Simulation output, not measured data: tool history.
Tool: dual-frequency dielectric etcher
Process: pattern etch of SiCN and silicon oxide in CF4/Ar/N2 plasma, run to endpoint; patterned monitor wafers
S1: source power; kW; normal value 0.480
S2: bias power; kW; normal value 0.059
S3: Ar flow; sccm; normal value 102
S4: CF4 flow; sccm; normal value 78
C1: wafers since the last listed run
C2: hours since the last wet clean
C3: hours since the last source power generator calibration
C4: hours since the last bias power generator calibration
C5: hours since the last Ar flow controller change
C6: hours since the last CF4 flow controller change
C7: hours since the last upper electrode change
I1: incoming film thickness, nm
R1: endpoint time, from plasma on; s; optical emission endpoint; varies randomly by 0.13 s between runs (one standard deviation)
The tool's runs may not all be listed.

run 1 hour=0.0 | S1=0.480 S2=0.059 S3=102 S4=78 | C1=0 C2=350.3 C3=1337.2 C4=2972.2 C5=3372.2 C6=2930.1 C7=2963.7 | I1=15.91 | R1=19.4
run 2 hour=14.8 | S1=0.480 S2=0.059 S3=102 S4=78 | C1=303 C2=365.1 C3=1352.0 C4=2987.0 C5=3387.0 C6=2944.9 C7=2978.5 | I1=15.84 | R1=19.0
run 3 hour=30.6 | S1=0.480 S2=0.059 S3=108 S4=78 | C1=324 C2=380.9 C3=1367.8 C4=3002.8 C5=3402.8 C6=2960.7 C7=2994.3 | I1=15.85 | R1=19.2
run 4 hour=48.3 | S1=0.480 S2=0.059 S3=108 S4=78 | C1=363 C2=398.6 C3=1385.5 C4=3020.5 C5=3420.5 C6=2978.4 C7=3012.0 | I1=15.78 | R1=19.2
run 5 hour=59.0 | S1=0.480 S2=0.059 S3=87 S4=78 | C1=219 C2=409.3 C3=1396.2 C4=3031.2 C5=3431.2 C6=2989.1 C7=3022.7 | I1=15.62 | R1=18.0
run 6 hour=66.1 | S1=0.480 S2=0.059 S3=87 S4=78 | C1=145 C2=416.4 C3=1403.3 C4=3038.3 C5=3438.3 C6=2996.2 C7=3029.8 | I1=15.94 | R1=18.4
run 7 hour=86.5 | S1=0.480 S2=0.059 S3=87 S4=78 | C1=418 C2=436.8 C3=1423.7 C4=3058.7 C5=3458.7 C6=3016.6 C7=3050.2 | I1=15.74 | R1=18.2
-- hour=93.9 CF4 flow controller replaced
run 8 hour=99.1 | S1=0.480 S2=0.066 S3=102 S4=78 | C1=135 C2=449.4 C3=1436.3 C4=3071.3 C5=3471.3 C6=5.2 C7=3062.8 | I1=15.59 | R1=18.3
-- hour=128.5 upper electrode replaced
run 9 hour=129.0 | S1=0.480 S2=0.059 S3=78 S4=92 | C1=121 C2=479.3 C3=1466.2 C4=3101.2 C5=3501.2 C6=35.1 C7=0.5 | I1=15.77 | R1=17.3
run 10 hour=129.3 | S1=0.480 S2=0.059 S3=102 S4=67 | C1=6 C2=479.6 C3=1466.5 C4=3101.5 C5=3501.5 C6=35.4 C7=0.8 | I1=15.90 | R1=19.6
run 11 hour=133.6 | S1=0.480 S2=0.065 S3=102 S4=78 | C1=88 C2=483.9 C3=1470.8 C4=3105.8 C5=3505.8 C6=39.7 C7=5.1 | I1=15.84 | R1=18.3
-- hour=144.3 source power generator calibrated
run 12 hour=146.4 | S1=0.480 S2=0.072 S3=91 S4=78 | C1=180 C2=496.7 C3=2.1 C4=3118.6 C5=3518.6 C6=52.5 C7=17.9 | I1=15.82 | R1=17.4
run 13 hour=160.0 | S1=0.570 S2=0.055 S3=81 S4=62 | C1=279 C2=510.3 C3=15.7 C4=3132.2 C5=3532.2 C6=66.1 C7=31.5 | I1=15.75 | R1=15.8
run 14 hour=167.5 | S1=0.480 S2=0.059 S3=85 S4=78 | C1=153 C2=517.8 C3=23.2 C4=3139.7 C5=3539.7 C6=73.6 C7=39.0 | I1=15.91 | R1=18.3
run 15 hour=180.8 | S1=0.480 S2=0.059 S3=83 S4=96 | C1=273 C2=531.1 C3=36.5 C4=3153.0 C5=3553.0 C6=86.9 C7=52.3 | I1=15.80 | R1=17.3
-- hour=193.7 Ar flow controller replaced
-- hour=207.6 wet clean of the chamber
run 16 hour=218.9 | S1=0.410 S2=0.059 S3=102 S4=94 | C1=373 C2=11.3 C3=74.6 C4=3191.1 C5=25.2 C6=125.0 C7=90.4 | I1=15.83 | R1=22.3
-- hour=227.8 bias power generator calibrated
run 17 hour=228.3 | S1=0.540 S2=0.059 S3=102 S4=92 | C1=110 C2=20.7 C3=84.0 C4=0.5 C5=34.6 C6=134.4 C7=99.8 | I1=15.73 | R1=16.9
run 18 hour=237.1 | S1=0.530 S2=0.046 S3=128 S4=88 | C1=180 C2=29.5 C3=92.8 C4=9.3 C5=43.4 C6=143.2 C7=108.6 | I1=15.80 | R1=19.2
run 19 hour=247.5 | S1=0.480 S2=0.070 S3=95 S4=78 | C1=213 C2=39.9 C3=103.2 C4=19.7 C5=53.8 C6=153.6 C7=119.0 | I1=15.77 | R1=18.6
run 20 hour=280.3 | S1=0.510 S2=0.059 S3=102 S4=69 | C1=673 C2=72.7 C3=136.0 C4=52.5 C5=86.6 C6=186.4 C7=151.8 | I1=16.09 | R1=19.4
run 21 hour=293.9 | S1=0.480 S2=0.059 S3=102 S4=78 | C1=279 C2=86.3 C3=149.6 C4=66.1 C5=100.2 C6=200.0 C7=165.4 | I1=15.78 | R1=19.4
run 22 hour=311.1 | S1=0.530 S2=0.046 S3=128 S4=88 | C1=353 C2=103.5 C3=166.8 C4=83.3 C5=117.4 C6=217.2 C7=182.6 | I1=15.84 | R1=19.1
run 23 hour=325.9 | S1=0.480 S2=0.059 S3=83 S4=96 | C1=303 C2=118.3 C3=181.6 C4=98.1 C5=132.2 C6=232.0 C7=197.4 | I1=15.81 | R1=17.8

5 options for the next run, each taken on its own from the tool as it stands now. Forecast them:
run A hour=326.3 | S1=0.480 S2=0.059 S3=102 S4=69 | C1=8 C2=118.7 C3=182.0 C4=98.5 C5=132.6 C6=232.4 C7=197.8 | I1=15.90 | R1=?
run B hour=326.3 | S1=0.590 S2=0.059 S3=111 S4=78 | C1=8 C2=118.7 C3=182.0 C4=98.5 C5=132.6 C6=232.4 C7=197.8 | I1=15.90 | R1=?
run C hour=326.3 | S1=0.480 S2=0.045 S3=109 S4=65 | C1=8 C2=118.7 C3=182.0 C4=98.5 C5=132.6 C6=232.4 C7=197.8 | I1=15.90 | R1=?
run D hour=326.3 | S1=0.440 S2=0.066 S3=126 S4=62 | C1=8 C2=118.7 C3=182.0 C4=98.5 C5=132.6 C6=232.4 C7=197.8 | I1=15.90 | R1=?
run E hour=326.3 | S1=0.540 S2=0.072 S3=92 S4=95 | C1=8 C2=118.7 C3=182.0 C4=98.5 C5=132.6 C6=232.4 C7=197.8 | I1=15.90 | R1=?

run=A R1=20.1
run=B R1=16.2
run=C R1=21.9
run=D R1=22.9
run=E R1=15.7
Stripped of hidden state, with their random variation kept, the same runs would have yielded:
run=A R1=20.2
run=B R1=16.3
run=C R1=22.0
run=D R1=23.0
run=E R1=15.8

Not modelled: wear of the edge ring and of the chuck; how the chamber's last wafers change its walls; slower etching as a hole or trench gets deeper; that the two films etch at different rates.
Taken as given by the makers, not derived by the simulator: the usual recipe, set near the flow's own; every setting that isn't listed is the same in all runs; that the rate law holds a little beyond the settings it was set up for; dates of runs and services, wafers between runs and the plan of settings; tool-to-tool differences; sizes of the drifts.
